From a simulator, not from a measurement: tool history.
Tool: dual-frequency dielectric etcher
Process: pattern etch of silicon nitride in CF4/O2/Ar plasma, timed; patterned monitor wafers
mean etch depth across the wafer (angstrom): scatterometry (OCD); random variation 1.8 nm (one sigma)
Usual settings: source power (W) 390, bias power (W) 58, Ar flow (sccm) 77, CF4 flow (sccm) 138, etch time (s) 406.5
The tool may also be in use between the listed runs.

| run | hour | source power (W) | bias power (W) | Ar flow (sccm) | CF4 flow (sccm) | etch time (s) | read-back reference wafer on the same gauge, depth_nm | mean etch depth across the wafer (angstrom) |
|---|---|---|---|---|---|---|---|---|
| 1 | 0.0 | 390 | 58 | 77 | 138 | 406.5 | 695.0 | 7733 |
| 2 | 13.1 | 390 | 67 | 77 | 138 | 406.5 | 695.0 | 8209 |
| 3 | 26.7 | 390 | 58 | 95 | 113 | 453.0 | 694.7 | 8263 |
|  | 36.8 | Ar flow controller replaced |
|  | 51.2 | upper electrode replaced |
| 4 | 51.7 | 390 | 58 | 77 | 138 | 406.5 | 695.0 | 7731 |
| 5 | 52.1 | 390 | 58 | 77 | 138 | 406.5 | 694.8 | 7751 |
|  | 56.1 | bias power generator calibrated |
| 6 | 61.6 | 390 | 58 | 77 | 138 | 406.5 | 694.8 | 7765 |
| 7 | 70.4 | 390 | 58 | 77 | 147 | 445.5 | 694.9 | 8560 |
| 8 | 81.6 | 320 | 51 | 77 | 162 | 310.0 | 694.9 | 5012 |
|  | 98.9 | source power generator calibrated |
| 9 | 99.4 | 390 | 58 | 92 | 117 | 310.5 | 695.0 | 5702 |
|  | 105.1 | gauge calibrated |
| 10 | 106.5 | 470 | 72 | 60 | 138 | 316.0 | 695.2 | 7658 |
| 11 | 117.9 | 390 | 72 | 77 | 138 | 358.0 | 694.9 | 7436 |
| 12 | 127.3 | 390 | 58 | 77 | 138 | 406.5 | 695.5 | 7765 |
| 13 | 134.6 | 390 | 72 | 58 | 138 | 406.5 | 695.2 | 8677 |
| 14 | 147.4 | 390 | 58 | 77 | 123 | 406.5 | 694.9 | 7701 |
| 15 | 175.3 | 390 | 58 | 77 | 138 | 406.5 | 695.1 | 7820 |
| 16 | 192.7 | 390 | 58 | 77 | 138 | 406.5 | 695.1 | 7817 |
| 17 | 200.7 | 440 | 58 | 90 | 111 | 406.5 | 694.8 | 8151 |
| 18 | 237.6 | 390 | 49 | 77 | 138 | 522.0 | 694.9 | 9414 |
| 19 | 247.2 | 390 | 58 | 77 | 128 | 527.0 | 695.1 | 10025 |
|  | 273.8 | wet clean of the chamber |
| 20 | 274.3 | 390 | 58 | 77 | 155 | 406.5 | 695.0 | 7767 |

5 ways to go on from here, each from the tool as it stands after run 20. What would each give?
| A | 274.8 | 390 | 58 | 77 | 138 | 406.5 | ? | ? |
| B | 274.8 | 390 | 50 | 77 | 109 | 353.5 | ? | ? |
| C | 274.8 | 300 | 58 | 61 | 164 | 440.0 | ? | ? |
| D | 274.8 | 390 | 71 | 61 | 138 | 406.5 | ? | ? |
| E | 274.8 | 430 | 58 | 77 | 138 | 496.5 | ? | ? |

| run | read-back reference wafer on the same gauge, depth_nm | mean etch depth across the wafer (angstrom) |
|---|---|---|
| A | 695.1 | 7712 |
| B | 695.1 | 6166 |
| C | 695.1 | 7236 |
| D | 695.1 | 8522 |
| E | 695.1 | 10086 |
Without the tool's hidden state the same runs would have given:
| run | mean etch depth across the wafer (angstrom) |
|---|---|
| A | 7698 |
| B | 6155 |
| C | 7223 |
| D | 8506 |
| E | 10068 |
